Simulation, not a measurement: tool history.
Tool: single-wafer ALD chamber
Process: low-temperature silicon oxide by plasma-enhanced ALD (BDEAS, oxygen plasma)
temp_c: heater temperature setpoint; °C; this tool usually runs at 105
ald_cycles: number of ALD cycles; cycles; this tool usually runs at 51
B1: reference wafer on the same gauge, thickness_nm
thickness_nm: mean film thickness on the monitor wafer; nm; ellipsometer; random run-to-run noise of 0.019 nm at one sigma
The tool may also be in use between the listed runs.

Run 1, day 0: usual settings; B1 8.226. Result: thickness_nm 7.559 nm.
Run 2, day 1.175: usual settings but temp_c 97 °C, ald_cycles 44 cycles; B1 8.235. Result: thickness_nm 6.581 nm.
Run 3, day 5.283: usual settings; B1 8.223. Result: thickness_nm 7.516 nm.
Run 4, day 6.692: usual settings; B1 8.237. Result: thickness_nm 7.511 nm.
Run 5, day 7.858: usual settings; B1 8.234. Result: thickness_nm 7.566 nm.
Run 6, day 8.971: usual settings; B1 8.23. Result: thickness_nm 7.525 nm.
Run 7, day 12.762: usual settings but temp_c 97 °C; B1 8.233. Result: thickness_nm 7.699 nm.
Run 8, day 13.392: usual settings but temp_c 97 °C; B1 8.236. Result: thickness_nm 7.684 nm.
Run 9, day 14.775: usual settings; B1 8.229. Result: thickness_nm 7.567 nm.
Run 10, day 15.558: usual settings; B1 8.233. Result: thickness_nm 7.564 nm.
Run 11, day 16.783: usual settings; B1 8.233. Result: thickness_nm 7.535 nm.
Run 12, day 17.862: usual settings; B1 8.231. Result: thickness_nm 7.536 nm.
Run 13, day 18.708: usual settings but ald_cycles 47 cycles; B1 8.237. Result: thickness_nm 6.974 nm.
Run 14, day 21.692: usual settings but ald_cycles 47 cycles; B1 8.225. Result: thickness_nm 6.958 nm.
Run 15, day 22.25: usual settings but ald_cycles 47 cycles; B1 8.234. Result: thickness_nm 6.95 nm.
Run 16, day 22.925: usual settings; B1 8.228. Result: thickness_nm 7.57 nm.
At day 24.133: gauge calibrated.
Run 17, day 24.375: usual settings; B1 8.227. Result: thickness_nm 7.557 nm.
Run 18, day 25.804: usual settings but ald_cycles 61 cycles; B1 8.233. Result: thickness_nm 9.036 nm.
Run 19, day 26.371: usual settings; B1 8.222. Result: thickness_nm 7.608 nm.
Run 20, day 27.492: usual settings but temp_c 92 °C, ald_cycles 48 cycles; B1 8.227. Result: thickness_nm 7.4 nm.
At day 28.017: thermocouple changed; heater temperature recalibrated.
Run 21, day 28.329: usual settings; B1 8.238. Result: thickness_nm 7.537 nm.
Run 22, day 29.108: usual settings but temp_c 119 °C, ald_cycles 42 cycles; B1 8.231. Result: thickness_nm 6.069 nm.
Run 23, day 29.783: usual settings; B1 8.224. Result: thickness_nm 7.55 nm.
Run 24, day 30.354: usual settings but ald_cycles 55 cycles; B1 8.226. Result: thickness_nm 8.123 nm.
Run 25, day 30.938: usual settings; B1 8.233. Result: thickness_nm 7.588 nm.
Run 26, day 31.504: usual settings but temp_c 119 °C, ald_cycles 47 cycles; B1 8.231. Result: thickness_nm 6.797 nm.
Run 27, day 32.717: usual settings but temp_c 94 °C, ald_cycles 44 cycles; B1 8.225. Result: thickness_nm 6.701 nm.
Run 28, day 33.308: usual settings; B1 8.225. Result: thickness_nm 7.569 nm.
Run 29, day 34.638: usual settings; B1 8.226. Result: thickness_nm 7.562 nm.
Run 30, day 35.888: usual settings but temp_c 100 °C, ald_cycles 46 cycles; B1 8.231. Result: thickness_nm 6.849 nm.
Run 31, day 37.25: usual settings but ald_cycles 44 cycles; B1 8.236. Result: thickness_nm 6.527 nm.
Run 32, day 41.175: usual settings but temp_c 110 °C; B1 8.231. Result: thickness_nm 7.474 nm.
Run 33, day 42.3: usual settings; B1 8.225. Result: thickness_nm 7.577 nm.
Run 34, day 42.8: usual settings but temp_c 117 °C, ald_cycles 43 cycles; B1 8.235. Result: thickness_nm 6.255 nm.
Run 35, day 43.921: usual settings; B1 8.229. Result: thickness_nm 7.56 nm.

Each run again, without the hidden state but with its own random variation kept:
What the log doesn't record here: wafer temperature above the value expected at the setpoint (K); gauge reads high (%).
run  thickness_nm
  1         7.571
  2           6.6
  3         7.523
  4         7.517
  5          7.57
  6         7.527
  7         7.691
  8         7.672
  9         7.559
 10         7.554
 11         7.522
 12         7.521
 13         6.958
 14         6.935
 15         6.925
 16         7.542
 17         7.524
 18         8.991
 19         7.569
 20          7.32
 21         7.531
 22         6.064
 23         7.544
 24         8.116
 25         7.582
 26         6.791
 27         6.689
 28         7.562
 29         7.553
 30          6.84
 31         6.518
 32          7.46
 33         7.561
 34         6.241
 35         7.541
